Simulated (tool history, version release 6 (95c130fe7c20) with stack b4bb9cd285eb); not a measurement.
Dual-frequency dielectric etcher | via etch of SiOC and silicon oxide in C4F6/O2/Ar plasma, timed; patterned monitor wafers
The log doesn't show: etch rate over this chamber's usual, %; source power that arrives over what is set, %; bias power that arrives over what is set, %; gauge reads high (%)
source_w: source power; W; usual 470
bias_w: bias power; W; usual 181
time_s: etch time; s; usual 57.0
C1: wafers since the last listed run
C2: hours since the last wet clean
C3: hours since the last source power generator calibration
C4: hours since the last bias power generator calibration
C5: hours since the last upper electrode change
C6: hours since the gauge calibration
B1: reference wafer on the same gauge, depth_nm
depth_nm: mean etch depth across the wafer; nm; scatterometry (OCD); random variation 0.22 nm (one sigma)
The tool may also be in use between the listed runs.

{"run": 1, "hour": 0.0, "source_w": 470, "bias_w": 181, "time_s": 64.0, "C1": 0, "C2": 377.5, "C3": 3178.1, "C4": 3609.9, "C5": 2678.2, "C6": 50.7, "B1": 53.8, "depth_nm": 75.3}
{"run": 2, "hour": 7.1, "source_w": 470, "bias_w": 181, "time_s": 57.0, "C1": 85, "C2": 384.6, "C3": 3185.2, "C4": 3617.0, "C5": 2685.3, "C6": 57.8, "B1": 53.7, "depth_nm": 67.0}
{"run": 3, "hour": 14.0, "source_w": 470, "bias_w": 181, "time_s": 57.0, "C1": 83, "C2": 391.5, "C3": 3192.1, "C4": 3623.9, "C5": 2692.2, "C6": 64.7, "B1": 53.7, "depth_nm": 66.8}
{"run": 4, "hour": 25.2, "source_w": 470, "bias_w": 165, "time_s": 57.0, "C1": 135, "C2": 402.7, "C3": 3203.3, "C4": 3635.1, "C5": 2703.4, "C6": 75.9, "B1": 53.8, "depth_nm": 64.3}
{"run": 5, "hour": 33.8, "source_w": 470, "bias_w": 181, "time_s": 57.0, "C1": 103, "C2": 411.3, "C3": 3211.9, "C4": 3643.7, "C5": 2712.0, "C6": 84.5, "B1": 53.8, "depth_nm": 67.2}
{"hour": 65.4, "done": "wet clean of the chamber"}
{"hour": 72.8, "done": "bias power generator calibrated"}
{"hour": 74.1, "done": "source power generator calibrated"}
{"hour": 81.5, "done": "upper electrode replaced"}
{"run": 6, "hour": 82.0, "source_w": 470, "bias_w": 181, "time_s": 57.0, "C1": 139, "C2": 16.6, "C3": 7.9, "C4": 9.2, "C5": 0.5, "C6": 132.7, "B1": 53.9, "depth_nm": 63.5}
{"run": 7, "hour": 82.3, "source_w": 470, "bias_w": 157, "time_s": 57.0, "C1": 3, "C2": 16.9, "C3": 8.2, "C4": 9.5, "C5": 0.8, "C6": 133.0, "B1": 53.8, "depth_nm": 60.2}
{"run": 8, "hour": 82.7, "source_w": 470, "bias_w": 181, "time_s": 57.0, "C1": 4, "C2": 17.3, "C3": 8.6, "C4": 9.9, "C5": 1.2, "C6": 133.4, "B1": 53.8, "depth_nm": 63.5}
{"run": 9, "hour": 83.0, "source_w": 360, "bias_w": 169, "time_s": 70.5, "C1": 3, "C2": 17.6, "C3": 8.9, "C4": 10.2, "C5": 1.5, "C6": 133.7, "B1": 53.9, "depth_nm": 70.7}
{"run": 10, "hour": 83.3, "source_w": 470, "bias_w": 181, "time_s": 57.0, "C1": 3, "C2": 17.9, "C3": 9.2, "C4": 10.5, "C5": 1.8, "C6": 134.0, "B1": 53.8, "depth_nm": 63.6}
{"hour": 90.5, "done": "gauge calibrated"}
{"run": 11, "hour": 96.7, "source_w": 470, "bias_w": 223, "time_s": 72.0, "C1": 161, "C2": 31.3, "C3": 22.6, "C4": 23.9, "C5": 15.2, "C6": 6.2, "B1": 53.9, "depth_nm": 86.8}
{"run": 12, "hour": 104.2, "source_w": 520, "bias_w": 200, "time_s": 42.0, "C1": 90, "C2": 38.8, "C3": 30.1, "C4": 31.4, "C5": 22.7, "C6": 13.7, "B1": 53.8, "depth_nm": 50.4}
{"run": 13, "hour": 113.2, "source_w": 550, "bias_w": 145, "time_s": 73.0, "C1": 108, "C2": 47.8, "C3": 39.1, "C4": 40.4, "C5": 31.7, "C6": 22.7, "B1": 53.8, "depth_nm": 79.0}
{"run": 14, "hour": 130.9, "source_w": 470, "bias_w": 181, "time_s": 66.5, "C1": 213, "C2": 65.5, "C3": 56.8, "C4": 58.1, "C5": 49.4, "C6": 40.4, "B1": 53.8, "depth_nm": 74.6}

Forecast each of these 4 alternatives for the next run:
{"run": "A", "hour": 131.3, "source_w": 470, "bias_w": 181, "time_s": 57.0, "C1": 4, "C2": 65.9, "C3": 57.2, "C4": 58.5, "C5": 49.8, "C6": 40.8, "B1": "?", "depth_nm": "?"}
{"run": "B", "hour": 131.3, "source_w": 510, "bias_w": 218, "time_s": 70.0, "C1": 4, "C2": 65.9, "C3": 57.2, "C4": 58.5, "C5": 49.8, "C6": 40.8, "B1": "?", "depth_nm": "?"}
{"run": "C", "hour": 131.3, "source_w": 470, "bias_w": 207, "time_s": 42.0, "C1": 4, "C2": 65.9, "C3": 57.2, "C4": 58.5, "C5": 49.8, "C6": 40.8, "B1": "?", "depth_nm": "?"}
{"run": "D", "hour": 131.3, "source_w": 470, "bias_w": 155, "time_s": 57.0, "C1": 4, "C2": 65.9, "C3": 57.2, "C4": 58.5, "C5": 49.8, "C6": 40.8, "B1": "?", "depth_nm": "?"}

run=A B1=53.8 depth_nm=63.7
run=B B1=53.8 depth_nm=86.5
run=C B1=53.8 depth_nm=49.5
run=D B1=53.8 depth_nm=59.9
Without the tool's hidden state the same runs would have given:
run=A depth_nm=62.7
run=B depth_nm=85.2
run=C depth_nm=48.8
run=D depth_nm=59.0
